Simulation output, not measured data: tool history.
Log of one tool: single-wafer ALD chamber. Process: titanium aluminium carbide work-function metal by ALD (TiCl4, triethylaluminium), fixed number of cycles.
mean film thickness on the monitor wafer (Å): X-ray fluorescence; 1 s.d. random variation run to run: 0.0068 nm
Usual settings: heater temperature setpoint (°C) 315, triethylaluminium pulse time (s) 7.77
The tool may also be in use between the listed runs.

run	hour	heater temperature setpoint (°C)	triethylaluminium pulse time (s)	read-back reference wafer on the same gauge, thickness_nm	mean film thickness on the monitor wafer (Å)
1	0.0	315	5.37	2.264	19.61
2	70.8	315	7.77	2.264	21.43
3	131.6	315	7.77	2.261	21.50
4	171.0	322	7.77	2.259	22.21
5	195.9	322	7.77	2.258	22.03
6	227.6	315	7.77	2.255	21.38
7	258.1	315	7.77	2.253	21.47
8	295.2	315	7.77	2.251	21.39
9	329.2	315	6.93	2.248	20.88
# hour 339.8: showerhead replaced
10	389.7	315	6.93	2.243	20.71
# hour 465.0: thermocouple changed; heater temperature recalibrated
11	465.5	315	6.93	2.236	20.76
12	503.3	315	7.77	2.230	21.15
13	540.9	326	7.77	2.227	22.07
14	592.1	311	8.71	2.221	21.00
15	630.8	326	8.60	2.215	22.60
# hour 654.2: triethylaluminium bottle replaced
16	685.4	311	6.71	2.209	19.84
17	736.8	310	7.77	2.201	20.44
18	762.6	315	7.77	2.196	20.88
# hour 781.7: gauge calibrated
19	826.0	304	4.98	2.275	18.29
20	880.4	315	7.77	2.274	21.71
21	933.6	315	7.77	2.274	21.51
22	978.9	305	4.76	2.272	17.94

Some steps in mean film thickness on the monitor wafer (Å), run to run, broken into two amounts with sign: the step expected even without the hidden condition (settings, incoming material, random variation), and the rest, left for the hidden condition together with whatever gauge scatter is not in both the measured and the hidden-condition-free result:
The hidden state here: wafer temperature above the value expected at the setpoint (K); triethylaluminium dose above that of a fresh bottle (%); gauge reads high (%).
Run 16 -> 17: heater temperature setpoint (°C) 311 -> 310, triethylaluminium pulse time (s) 6.71 -> 7.77. mean film thickness on the monitor wafer (Å) +0.60: hidden state -0.10, all else +0.70.
Run 18 -> 19: heater temperature setpoint (°C) 315 -> 304, triethylaluminium pulse time (s) 7.77 -> 4.98, gauge calibrated. mean film thickness on the monitor wafer (Å) -2.59: hidden state +0.74, all else -3.33.
Run 19 -> 20: heater temperature setpoint (°C) 304 -> 315, triethylaluminium pulse time (s) 4.98 -> 7.77. mean film thickness on the monitor wafer (Å) +3.42: hidden state +0.00, all else +3.42.
Run 21 -> 22: heater temperature setpoint (°C) 315 -> 305, triethylaluminium pulse time (s) 7.77 -> 4.76. mean film thickness on the monitor wafer (Å) -3.57: hidden state -0.01, all else -3.56.

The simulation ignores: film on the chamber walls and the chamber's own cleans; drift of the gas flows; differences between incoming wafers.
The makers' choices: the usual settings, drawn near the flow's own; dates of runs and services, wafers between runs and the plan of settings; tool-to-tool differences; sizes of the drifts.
